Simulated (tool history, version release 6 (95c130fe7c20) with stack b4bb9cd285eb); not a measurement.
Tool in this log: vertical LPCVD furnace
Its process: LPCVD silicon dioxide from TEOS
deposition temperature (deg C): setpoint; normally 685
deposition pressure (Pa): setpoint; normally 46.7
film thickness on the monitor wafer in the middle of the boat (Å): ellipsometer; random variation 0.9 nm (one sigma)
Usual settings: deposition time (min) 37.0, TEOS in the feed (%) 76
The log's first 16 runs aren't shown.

| run | hour | deposition temperature (deg C) | deposition pressure (Pa) | deposition time (min) | TEOS in the feed (%) | wafers since the last listed run | hours since the last temperature calibration | hours since the pressure gauge was zeroed | hours since the TEOS flow controller was replaced | hours since the gauge calibration | read-back reference wafer on the same gauge, thickness | film thickness on the monitor wafer in the middle of the boat (Å) |
|---|---|---|---|---|---|---|---|---|---|---|---|---|
| 17 | 1212.8 | 685 | 46.7 | 37.0 | 80 | 1691 | 180.4 | 199.1 | 832.7 | 181.8 | 215.14 | 2104.1 |
| 18 | 1254.1 | 693 | 46.7 | 51.0 | 69 | 795 | 221.7 | 240.4 | 874.0 | 223.1 | 214.85 | 3252.7 |
| 19 | 1300.5 | 677 | 46.7 | 23.5 | 70 | 893 | 268.1 | 286.8 | 920.4 | 269.5 | 214.99 | 1022.7 |
| 20 | 1336.6 | 680 | 46.7 | 37.0 | 82 | 695 | 304.2 | 322.9 | 956.5 | 305.6 | 214.94 | 1856.1 |
| 21 | 1433.3 | 693 | 46.7 | 51.0 | 69 | 1862 | 400.9 | 419.6 | 1053.2 | 402.3 | 214.88 | 3233.6 |
| 22 | 1499.9 | 685 | 46.7 | 37.0 | 86 | 1283 | 467.5 | 486.2 | 1119.8 | 468.9 | 214.82 | 2162.7 |
| 23 | 1550.7 | 674 | 46.7 | 37.0 | 64 | 978 | 518.3 | 537.0 | 1170.6 | 519.7 | 214.84 | 1433.2 |
| 24 | 1628.6 | 674 | 46.7 | 37.0 | 76 | 1500 | 596.2 | 614.9 | 1248.5 | 597.6 | 214.90 | 1548.2 |
| 25 | 1725.9 | 685 | 46.7 | 37.0 | 76 | 1874 | 693.5 | 712.2 | 1345.8 | 694.9 | 215.02 | 2041.3 |
| 26 | 1831.3 | 685 | 58.0 | 49.0 | 76 | 2030 | 798.9 | 817.6 | 1451.2 | 800.3 | 215.17 | 2995.2 |
| 27 | 1983.9 | 689 | 46.7 | 26.5 | 76 | 2939 | 951.5 | 970.2 | 1603.8 | 952.9 | 214.99 | 1601.2 |
| 28 | 2036.7 | 674 | 56.0 | 29.5 | 83 | 1017 | 1004.3 | 1023.0 | 1656.6 | 1005.7 | 215.28 | 1418.4 |
| 29 | 2105.3 | 673 | 46.7 | 37.0 | 76 | 1321 | 1072.9 | 1091.6 | 1725.2 | 1074.3 | 215.01 | 1523.4 |
| 30 | 2177.4 | 685 | 46.7 | 37.0 | 76 | 1389 | 1145.0 | 1163.7 | 1797.3 | 1146.4 | 215.13 | 2054.7 |
| 31 | 2279.4 | 685 | 46.7 | 37.0 | 76 | 1965 | 1247.0 | 1265.7 | 1899.3 | 1248.4 | 215.07 | 2048.9 |
| 32 | 2347.2 | 685 | 46.7 | 37.0 | 76 | 1306 | 1314.8 | 1333.5 | 1967.1 | 1316.2 | 214.99 | 2038.7 |

Each row is a separate what-if for the run after 32, all from the same tool condition, not one after another. Results?
| A | 2351.4 | 685 | 39.3 | 37.0 | 76 | 80 | 1319.0 | 1337.7 | 1971.3 | 1320.4 | ? | ? |
| B | 2351.4 | 675 | 54.0 | 27.5 | 86 | 80 | 1319.0 | 1337.7 | 1971.3 | 1320.4 | ? | ? |
| C | 2351.4 | 693 | 55.3 | 42.0 | 82 | 80 | 1319.0 | 1337.7 | 1971.3 | 1320.4 | ? | ? |

| run | read-back reference wafer on the same gauge, thickness | film thickness on the monitor wafer in the middle of the boat (Å) |
|---|---|---|
| A | 214.98 | 1873.2 |
| B | 214.98 | 1359.3 |
| C | 214.98 | 3163.7 |
With the hidden condition removed and each run's random variation left untouched, the same runs would have given:
| run | film thickness on the monitor wafer in the middle of the boat (Å) |
|---|---|
| A | 1862.1 |
| B | 1353.5 |
| C | 3150.4 |
